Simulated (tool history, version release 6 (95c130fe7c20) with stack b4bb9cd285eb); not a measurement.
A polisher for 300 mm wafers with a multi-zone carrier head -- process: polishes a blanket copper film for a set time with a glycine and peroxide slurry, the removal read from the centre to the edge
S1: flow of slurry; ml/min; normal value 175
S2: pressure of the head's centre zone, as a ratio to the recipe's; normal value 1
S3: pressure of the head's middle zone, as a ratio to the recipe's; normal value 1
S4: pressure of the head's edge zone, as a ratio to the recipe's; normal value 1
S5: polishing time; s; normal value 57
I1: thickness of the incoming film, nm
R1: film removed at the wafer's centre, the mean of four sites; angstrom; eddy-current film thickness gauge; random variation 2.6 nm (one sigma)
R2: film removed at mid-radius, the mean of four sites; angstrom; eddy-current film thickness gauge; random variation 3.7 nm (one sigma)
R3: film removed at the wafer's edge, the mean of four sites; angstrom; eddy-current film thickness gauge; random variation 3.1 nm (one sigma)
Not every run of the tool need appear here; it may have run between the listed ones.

run    hour   S1    S2    S3    S4  S5     I1    R1    R2    R3
  1       0  175     1     1     1  57    949  2705  2863  2705
  2    62.2  175     1     1     1  57    976  2723  2821  2807
      138.8  -- edge zone pressure recalibrated
  3   162.3  175     1     1     1  57  966.4  2736  2771  2806
  4   237.1  175     1     1     1  57  937.5  2745  2815  2786
  5   417.1  175     1     1     1  57    949  2636  2810  2764
        432  -- slurry nozzle cleaned
  6   458.4  225     1  0.93     1  57  967.5  2824  2800  2816
  7   501.8  120     1     1  1.03  57  972.1  2509  2670  2627
      524.9  -- worn pad replaced by a new one
  8     600  175  0.94     1     1  57  955.3  2551  2828  2788
      661.4  -- centre zone pressure recalibrated
  9   675.8  175     1     1  0.96  57  958.3  2781  2795  2720
 10     762  175     1     1     1  57  965.7  2769  2779  2824
 11   841.3  175     1     1     1  49  941.9  2411  2414  2441
        894  -- carrier head's membrane replaced by a new one
 12   894.5  175     1     1     1  57  964.2  2769  2745  2707
 13   990.6  235     1     1     1  57  956.9  2884  2875  2838
     1078.8  -- worn pad replaced by a new one
 14  1087.7  175     1     1     1  57  969.1  2758  2805  2829
     1138.9  -- edge zone pressure recalibrated
 15  1139.4  175  1.05     1  1.04  57  962.4  2855  2834  2856
     1170.7  -- slurry nozzle cleaned
 16  1188.2  175     1     1     1  57    964  2736  2756  2754
 17  1225.6  175  1.07  1.07     1  57  952.1  2932  2984  2766
 18  1317.8  175  1.03     1   0.9  57  961.2  2809  2825  2641
 19    1358  140   0.9  1.11  0.89  57  950.9  2465  2933  2569
 20  1425.6  175     1     1     1  68  952.4  3241  3331  3344
 21  1490.9  175     1  1.05     1  72  945.6  3447  3604  3431
 22    1535  175     1     1     1  57  976.2  2705  2783  2788
     1632.6  -- worn pad replaced by a new one
 23  1633.1  120  1.04     1     1  57  961.6  2607  2643  2667

Table of differences, measured result less the result of that run with no hidden state. Run-to-run variation is the same in both. Gauge scatter possibly is not:
Hidden state present: removal rate lost through wear of the pad, %; slurry flow missing at the pad, %; deviation of the centre zone's pressure from its setpoint, %; deviation of the edge zone's pressure from its setpoint, %.
run    R1
  1   -26
  2   -31
  3   -41
  4   -50
  5   -72
  6   -84
  7   -82
  8  -100
  9   +11
 10   +11
 11    +8
 12    +6
 13    +3
 14    -4
 15    -9
 16   -12
 17   -17
 18   -26
 19   -27
 20   -46
 21   -60
 22   -54
 23   -67
R2: within 1 angstrom of the measured result in every run.
For R3, the difference is zero in each run.

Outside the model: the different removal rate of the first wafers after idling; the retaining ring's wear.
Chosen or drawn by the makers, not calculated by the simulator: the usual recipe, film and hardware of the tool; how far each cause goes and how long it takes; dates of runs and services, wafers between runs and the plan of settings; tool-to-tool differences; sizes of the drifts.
